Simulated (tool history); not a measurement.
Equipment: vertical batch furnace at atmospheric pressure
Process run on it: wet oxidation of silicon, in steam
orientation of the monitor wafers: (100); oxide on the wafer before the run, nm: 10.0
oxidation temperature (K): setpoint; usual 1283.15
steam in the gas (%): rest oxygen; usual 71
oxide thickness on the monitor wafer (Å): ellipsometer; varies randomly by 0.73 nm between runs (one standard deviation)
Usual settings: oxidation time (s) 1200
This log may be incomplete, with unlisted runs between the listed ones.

run	hour	oxidation temperature (K)	oxidation time (s)	steam in the gas (%)	wafers since the last listed run	hours since the last temperature calibration	hours since the steam generator was serviced	hours since the gauge calibration	read-back reference wafer on the same gauge, thickness	oxide thickness on the monitor wafer (Å)
1	0	1283.15	1200	71	0	1321	3024.3	687.7	135.02	1687.1
2	32.1	1283.15	1200	71	819	1353.1	3056.4	719.8	135.01	1693.7
3	62.1	1283.15	1200	71	766	1383.1	3086.4	749.8	135.16	1697.7
4	92.6	1283.15	1200	71	778	1413.6	3116.9	780.3	134.97	1687.5
5	127.9	1283.15	1200	71	901	1448.9	3152.2	815.6	135.08	1685.3
6	147.3	1283.15	1200	71	495	1468.3	3171.6	835	135	1693.2
7	206.1	1283.15	1200	71	1501	1527.1	3230.4	893.8	135.04	1687.5
8	232.7	1272.15	1200	71	679	1553.7	3257	920.4	135.05	1523.3
9	248.4	1272.15	1200	71	400	1569.4	3272.7	936.1	134.85	1522
10	267.7	1264.15	1200	71	492	1588.7	3292	955.4	135.16	1406.6
11	280.3	1264.15	1200	71	321	1601.3	3304.6	968	135.15	1406
12	315.1	1283.15	780	71	888	1636.1	3339.4	1002.8	134.95	1217.2
# hour 344.2: steam generator serviced
13	344.7	1283.15	780	71	143	1665.7	0.5	1032.4	134.91	1217.4
# hour 354.5: gauge calibrated
14	369.6	1283.15	780	71	635	1690.6	25.4	15.1	134.94	1204.3
15	454.9	1283.15	1200	71	2178	1775.9	110.7	100.4	135	1695.1
16	474.8	1283.15	1200	66	508	1795.8	130.6	120.3	134.94	1599.5
17	497.5	1283.15	1200	66	579	1818.5	153.3	143	135.07	1598.3
18	532	1283.15	1200	71	881	1853	187.8	177.5	134.93	1682.1
19	550	1283.15	1560	67	459	1871	205.8	195.5	134.99	1978.7
20	567.9	1283.15	660	64	457	1888.9	223.7	213.4	135.07	987.5
21	674.9	1283.15	1650	77	2732	1995.9	330.7	320.4	134.98	2273.1
22	708.1	1283.15	1650	76	847	2029.1	363.9	353.6	135	2242
23	722.4	1276.15	960	66	365	2043.4	378.2	367.9	134.97	1261.8
24	735.9	1283.15	660	64	344	2056.9	391.7	381.4	135.04	989
25	828	1294.15	750	81	2352	2149	483.8	473.5	134.89	1457.3
26	842.4	1283.15	1200	71	367	2163.4	498.2	487.9	134.99	1684.8
27	867.6	1263.15	1200	64	643	2188.6	523.4	513.1	135.05	1283.5
28	892.8	1283.15	1200	71	643	2213.8	548.6	538.3	134.98	1686.6
29	927.5	1300.15	1440	67	886	2248.5	583.3	573	135.09	2144.2
30	963.3	1274.15	960	71	914	2284.3	619.1	608.8	134.91	1311.3
# hour 1009.6: thermocouples replaced and temperature profile calibrated
31	1010.1	1283.15	1200	71	582	0.5	665.9	655.6	135.11	1684.2
32	1021.5	1283.15	1590	64	291	11.9	677.3	667	134.93	1937.2
33	1050.9	1283.15	1200	71	750	41.3	706.7	696.4	135	1685.4
34	1082.8	1275.15	1200	67	814	73.2	738.6	728.3	135.03	1505.7
35	1103.9	1283.15	1200	81	538	94.3	759.7	749.4	135	1858.1
36	1118.4	1283.15	1200	71	370	108.8	774.2	763.9	135.01	1681.7
# hour 1196.6: gauge calibrated
37	1212.7	1283.15	1650	68	2408	203.1	868.5	16.1	134.99	2078.2
38	1291.3	1283.15	1200	71	2007	281.7	947.1	94.7	135.05	1687.2

4 options for the next run, each taken on its own from the tool as it stands now. Forecast them:
A	1294.5	1283.15	1200	71	81	284.9	950.3	97.9	?	?
B	1294.5	1269.15	1740	82	81	284.9	950.3	97.9	?	?
C	1294.5	1301.15	990	71	81	284.9	950.3	97.9	?	?
D	1294.5	1283.15	1200	78	81	284.9	950.3	97.9	?	?

run	read-back reference wafer on the same gauge, thickness	oxide thickness on the monitor wafer (Å)
A	134.99	1687.5
B	134.99	2185.4
C	134.99	1715.7
D	134.99	1810.1
What these runs would have given with no unlogged condition in the tool:
run	oxide thickness on the monitor wafer (Å)
A	1687.5
B	2185.4
C	1715.7
D	1810.1

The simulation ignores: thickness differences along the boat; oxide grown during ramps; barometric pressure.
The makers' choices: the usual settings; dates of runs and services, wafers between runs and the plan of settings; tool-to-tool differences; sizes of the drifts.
